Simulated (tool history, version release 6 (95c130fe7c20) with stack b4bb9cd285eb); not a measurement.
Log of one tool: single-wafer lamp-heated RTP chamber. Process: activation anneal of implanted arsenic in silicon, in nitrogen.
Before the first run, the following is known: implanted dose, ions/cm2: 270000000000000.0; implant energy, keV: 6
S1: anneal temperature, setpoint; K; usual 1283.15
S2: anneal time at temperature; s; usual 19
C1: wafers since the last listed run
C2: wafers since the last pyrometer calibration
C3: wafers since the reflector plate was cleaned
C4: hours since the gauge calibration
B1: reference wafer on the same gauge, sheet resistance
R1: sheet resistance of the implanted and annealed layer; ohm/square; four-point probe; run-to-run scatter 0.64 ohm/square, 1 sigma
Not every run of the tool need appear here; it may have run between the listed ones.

| run | hour | S1 | S2 | C1 | C2 | C3 | C4 | B1 | R1 |
|---|---|---|---|---|---|---|---|---|---|
| 1 | 0.0 | 1283.15 | 19 | 0 | 2137 | 1914 | 288.2 | 413.94 | 417.90 |
| 2 | 12.3 | 1283.15 | 19 | 127 | 2265 | 2041 | 300.5 | 414.02 | 417.57 |
| 3 | 18.9 | 1283.15 | 19 | 68 | 2334 | 2110 | 307.1 | 414.07 | 416.55 |
| 4 | 31.7 | 1283.15 | 19 | 133 | 2467 | 2243 | 319.9 | 413.99 | 417.04 |
| 5 | 48.1 | 1300.15 | 19 | 170 | 2637 | 2414 | 336.3 | 414.00 | 408.44 |
| 6 | 60.4 | 1283.15 | 19 | 127 | 2765 | 2541 | 348.6 | 414.04 | 417.82 |
| 7 | 72.3 | 1273.15 | 16 | 123 | 2889 | 2665 | 360.5 | 413.86 | 425.13 |
| 8 | 81.0 | 1273.15 | 16 | 90 | 2979 | 2756 | 369.2 | 413.99 | 424.69 |
| 9 | 89.3 | 1283.15 | 15 | 86 | 3066 | 2842 | 377.5 | 413.93 | 422.21 |
| 10 | 100.3 | 1283.15 | 19 | 114 | 3180 | 2956 | 388.5 | 414.01 | 416.24 |
| 11 | 108.8 | 1283.15 | 19 | 88 | 3268 | 3044 | 397.0 | 414.04 | 415.59 |
| 12 | 118.2 | 1283.15 | 19 | 97 | 3366 | 3142 | 406.4 | 413.97 | 415.51 |
| 13 | 125.3 | 1283.15 | 19 | 73 | 3440 | 3216 | 413.5 | 414.04 | 416.68 |
| 14 | 132.6 | 1268.15 | 19 | 75 | 3516 | 3292 | 420.8 | 414.01 | 423.12 |
| 15 | 140.1 | 1292.15 | 23 | 77 | 3594 | 3370 | 428.3 | 413.99 | 406.25 |
| 16 | 149.9 | 1283.15 | 19 | 101 | 3695 | 3472 | 438.1 | 414.06 | 415.78 |
|  | 160.4 | gauge calibrated |
| 17 | 166.7 | 1275.15 | 27 | 174 | 3870 | 3646 | 6.3 | 414.10 | 411.86 |
| 18 | 182.8 | 1296.15 | 22 | 167 | 4037 | 3814 | 22.4 | 413.93 | 405.41 |
| 19 | 193.9 | 1283.15 | 19 | 115 | 4153 | 3929 | 33.5 | 413.93 | 414.98 |
| 20 | 200.1 | 1265.15 | 8 | 64 | 4217 | 3994 | 39.7 | 413.98 | 438.91 |
| 21 | 216.3 | 1310.15 | 24 | 168 | 4386 | 4162 | 55.9 | 414.03 | 394.92 |
| 22 | 239.7 | 1292.15 | 14 | 243 | 4629 | 4405 | 79.3 | 413.96 | 417.01 |
|  | 262.1 | reflector plate cleaned |
| 23 | 262.6 | 1283.15 | 19 | 154 | 4784 | 4 | 102.2 | 414.07 | 417.57 |
|  | 275.4 | pyrometer window cleaned and pyrometer calibrated |
| 24 | 275.9 | 1267.15 | 29 | 55 | 4 | 60 | 115.5 | 414.09 | 421.94 |
| 25 | 281.2 | 1256.15 | 11 | 55 | 59 | 115 | 120.8 | 413.91 | 442.47 |
| 26 | 326.7 | 1262.15 | 19 | 472 | 532 | 588 | 166.3 | 414.12 | 430.74 |
| 27 | 333.4 | 1301.15 | 19 | 69 | 602 | 657 | 173.0 | 414.03 | 413.09 |
| 28 | 346.4 | 1283.15 | 19 | 135 | 737 | 792 | 186.0 | 414.02 | 420.26 |

4 ways to go on from here, each from the tool as it stands after run 28. What would each give?
| A | 346.8 | 1283.15 | 19 | 4 | 741 | 797 | 186.4 | ? | ? |
| B | 346.8 | 1297.15 | 9 | 4 | 741 | 797 | 186.4 | ? | ? |
| C | 346.8 | 1294.15 | 14 | 4 | 741 | 797 | 186.4 | ? | ? |
| D | 346.8 | 1283.15 | 23 | 4 | 741 | 797 | 186.4 | ? | ? |

| run | B1 | R1 |
|---|---|---|
| A | 414.08 | 420.34 |
| B | 414.08 | 428.30 |
| C | 414.08 | 421.28 |
| D | 414.08 | 416.35 |
Stripped of hidden state, with their random variation kept, the same runs would have yielded:
| run | R1 |
|---|---|
| A | 423.56 |
| B | 431.14 |
| C | 424.46 |
| D | 419.74 |
